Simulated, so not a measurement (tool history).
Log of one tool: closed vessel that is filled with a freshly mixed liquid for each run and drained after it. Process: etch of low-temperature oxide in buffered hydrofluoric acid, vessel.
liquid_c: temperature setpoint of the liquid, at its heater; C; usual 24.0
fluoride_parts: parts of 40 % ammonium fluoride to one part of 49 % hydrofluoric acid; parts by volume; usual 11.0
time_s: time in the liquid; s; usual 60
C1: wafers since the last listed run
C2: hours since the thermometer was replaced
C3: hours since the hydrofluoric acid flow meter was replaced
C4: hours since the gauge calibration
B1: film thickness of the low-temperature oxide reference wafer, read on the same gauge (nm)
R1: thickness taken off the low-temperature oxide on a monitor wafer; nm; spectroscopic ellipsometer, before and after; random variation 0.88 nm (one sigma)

run 1 hour=0.0 | liquid_c=24.0 fluoride_parts=11.0 time_s=60 | C1=0 C2=604.4 C3=1271.6 C4=462.7 | B1=119.94 | R1=82.47
run 2 hour=25.8 | liquid_c=24.0 fluoride_parts=11.0 time_s=60 | C1=1761 C2=630.2 C3=1297.4 C4=488.5 | B1=119.99 | R1=81.17
run 3 hour=117.4 | liquid_c=24.0 fluoride_parts=11.0 time_s=45 | C1=6253 C2=721.8 C3=1389.0 C4=580.1 | B1=120.02 | R1=61.84
run 4 hour=139.6 | liquid_c=24.0 fluoride_parts=11.0 time_s=45 | C1=1515 C2=744.0 C3=1411.2 C4=602.3 | B1=119.97 | R1=60.80
run 5 hour=160.2 | liquid_c=24.0 fluoride_parts=11.0 time_s=45 | C1=1406 C2=764.6 C3=1431.8 C4=622.9 | B1=120.01 | R1=61.57
run 6 hour=178.9 | liquid_c=24.0 fluoride_parts=11.0 time_s=60 | C1=1276 C2=783.3 C3=1450.5 C4=641.6 | B1=119.98 | R1=81.48
run 7 hour=197.5 | liquid_c=24.0 fluoride_parts=11.0 time_s=60 | C1=1269 C2=801.9 C3=1469.1 C4=660.2 | B1=120.00 | R1=80.82
run 8 hour=209.8 | liquid_c=24.0 fluoride_parts=11.0 time_s=60 | C1=839 C2=814.2 C3=1481.4 C4=672.5 | B1=119.99 | R1=82.30
run 9 hour=227.9 | liquid_c=24.0 fluoride_parts=11.0 time_s=60 | C1=1235 C2=832.3 C3=1499.5 C4=690.6 | B1=119.98 | R1=82.12
-- hour=233.5 gauge calibrated
-- hour=244.4 hydrofluoric acid flow meter replaced
run 10 hour=250.5 | liquid_c=27.0 fluoride_parts=9.0 time_s=60 | C1=1474 C2=854.9 C3=6.1 C4=17.0 | B1=119.97 | R1=126.89
run 11 hour=268.7 | liquid_c=22.0 fluoride_parts=11.0 time_s=60 | C1=1242 C2=873.1 C3=24.3 C4=35.2 | B1=119.97 | R1=82.45
run 12 hour=283.3 | liquid_c=22.0 fluoride_parts=11.0 time_s=60 | C1=996 C2=887.7 C3=38.9 C4=49.8 | B1=119.96 | R1=81.00
run 13 hour=305.0 | liquid_c=22.0 fluoride_parts=11.0 time_s=60 | C1=1481 C2=909.4 C3=60.6 C4=71.5 | B1=120.00 | R1=82.68
run 14 hour=331.3 | liquid_c=20.0 fluoride_parts=11.0 time_s=60 | C1=1795 C2=935.7 C3=86.9 C4=97.8 | B1=120.03 | R1=72.64
run 15 hour=364.2 | liquid_c=24.0 fluoride_parts=11.0 time_s=60 | C1=2246 C2=968.6 C3=119.8 C4=130.7 | B1=120.02 | R1=89.86
run 16 hour=382.6 | liquid_c=24.0 fluoride_parts=15.0 time_s=60 | C1=1256 C2=987.0 C3=138.2 C4=149.1 | B1=120.00 | R1=66.16
run 17 hour=412.2 | liquid_c=24.0 fluoride_parts=11.0 time_s=80 | C1=2020 C2=1016.6 C3=167.8 C4=178.7 | B1=119.95 | R1=120.42
run 18 hour=440.3 | liquid_c=22.0 fluoride_parts=11.0 time_s=60 | C1=1918 C2=1044.7 C3=195.9 C4=206.8 | B1=120.07 | R1=80.62
run 19 hour=480.7 | liquid_c=24.0 fluoride_parts=11.0 time_s=60 | C1=2758 C2=1085.1 C3=236.3 C4=247.2 | B1=119.99 | R1=91.37
run 20 hour=506.4 | liquid_c=20.5 fluoride_parts=11.0 time_s=60 | C1=1754 C2=1110.8 C3=262.0 C4=272.9 | B1=120.02 | R1=73.86
run 21 hour=541.6 | liquid_c=24.0 fluoride_parts=11.0 time_s=40 | C1=2403 C2=1146.0 C3=297.2 C4=308.1 | B1=120.02 | R1=59.75
run 22 hour=572.3 | liquid_c=19.5 fluoride_parts=13.0 time_s=70 | C1=2095 C2=1176.7 C3=327.9 C4=338.8 | B1=120.06 | R1=69.99
-- hour=581.0 thermometer replaced
run 23 hour=598.4 | liquid_c=27.5 fluoride_parts=7.5 time_s=80 | C1=1713 C2=17.4 C3=354.0 C4=364.9 | B1=120.04 | R1=205.56
run 24 hour=617.2 | liquid_c=24.0 fluoride_parts=11.0 time_s=60 | C1=1283 C2=36.2 C3=372.8 C4=383.7 | B1=119.97 | R1=90.37
run 25 hour=651.6 | liquid_c=19.5 fluoride_parts=9.5 time_s=35 | C1=2348 C2=70.6 C3=407.2 C4=418.1 | B1=120.02 | R1=45.94
run 26 hour=687.5 | liquid_c=19.5 fluoride_parts=11.0 time_s=90 | C1=2451 C2=106.5 C3=443.1 C4=454.0 | B1=119.99 | R1=104.01
run 27 hour=715.4 | liquid_c=26.5 fluoride_parts=11.0 time_s=45 | C1=1904 C2=134.4 C3=471.0 C4=481.9 | B1=119.98 | R1=75.60
run 28 hour=746.8 | liquid_c=24.0 fluoride_parts=11.0 time_s=60 | C1=2143 C2=165.8 C3=502.4 C4=513.3 | B1=120.05 | R1=88.54
run 29 hour=761.4 | liquid_c=24.0 fluoride_parts=8.0 time_s=60 | C1=996 C2=180.4 C3=517.0 C4=527.9 | B1=119.95 | R1=117.33

Forecast each of these 3 alternatives for the next run:
run A hour=762.1 | liquid_c=24.0 fluoride_parts=11.0 time_s=60 | C1=47 C2=181.1 C3=517.7 C4=528.6 | B1=? | R1=?
run B hour=762.1 | liquid_c=27.0 fluoride_parts=13.5 time_s=70 | C1=47 C2=181.1 C3=517.7 C4=528.6 | B1=? | R1=?
run C hour=762.1 | liquid_c=24.0 fluoride_parts=13.5 time_s=60 | C1=47 C2=181.1 C3=517.7 C4=528.6 | B1=? | R1=?

run=A B1=120.00 R1=88.56
run=B B1=120.00 R1=99.44
run=C B1=120.00 R1=72.47
Without the tool's hidden state the same runs would have given:
run=A R1=92.48
run=B R1=103.86
run=C R1=75.70
